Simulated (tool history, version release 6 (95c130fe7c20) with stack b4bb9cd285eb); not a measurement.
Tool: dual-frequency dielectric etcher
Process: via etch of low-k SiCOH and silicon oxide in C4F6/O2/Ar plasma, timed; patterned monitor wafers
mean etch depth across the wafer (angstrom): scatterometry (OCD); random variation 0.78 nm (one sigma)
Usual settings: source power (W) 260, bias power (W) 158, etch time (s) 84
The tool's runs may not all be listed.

run    hour  source power (W)  bias power (W)  etch time (s)  read-back reference wafer on the same gauge, depth_nm  mean etch depth across the wafer (angstrom)
  1       0               260             158             84                                                  211.5                                         2003
  2    40.7               260             158             84                                                  212.5                                         1992
       66.8  -- wet clean of the chamber
      101.8  -- bias power generator calibrated
  3   104.2               260             158             84                                                    213                                         2006
  4   157.5               260             158             84                                                    213                                         2002
      171.4  -- gauge calibrated
  5   201.5               260             158             84                                                  205.6                                         1944
  6   235.4               320             158             72                                                  205.6                                         1821
  7   264.2               290             189          102.5                                                  205.6                                         2647
  8     344               220             128           99.5                                                  205.7                                         1986
      373.2  -- upper electrode replaced
  9   409.2               280             129             84                                                  205.9                                         1878
 10   444.4               220             122           99.5                                                  205.5                                         1957
 11   481.9               260             158             66                                                  205.5                                         1526
      546.4  -- wet clean of the chamber
 12   546.9               260             158             84                                                  205.7                                         1950
 13     612               260             158             84                                                  206.1                                         1937
 14   665.6               300             158             84                                                  206.2                                         2085
 15   740.1               260             158             84                                                  206.5                                         1940
 16   769.9               300             120           72.5                                                  205.8                                         1650
 17     802               290             119             84                                                    206                                         1883
 18   839.4               210             158             84                                                  206.3                                         1767
 19   903.7               260             169             68                                                  206.6                                         1603
 20   935.9               260             141           64.5                                                  206.5                                         1443
      965.3  -- wet clean of the chamber
 21   977.3               300             158           74.5                                                  206.9                                         1849
 22  1023.5               300             178             84                                                  206.2                                         2172
 23  1092.2               310             190             84                                                  206.7                                         2231

Forecast run 24:
 24  1138.4               260             118             99                                                      ?                                            ?

read-back reference wafer on the same gauge, depth_nm: 206.9
mean etch depth across the wafer (angstrom): 2111
Without the tool's hidden state the same run would have given mean etch depth across the wafer (angstrom) 2112.
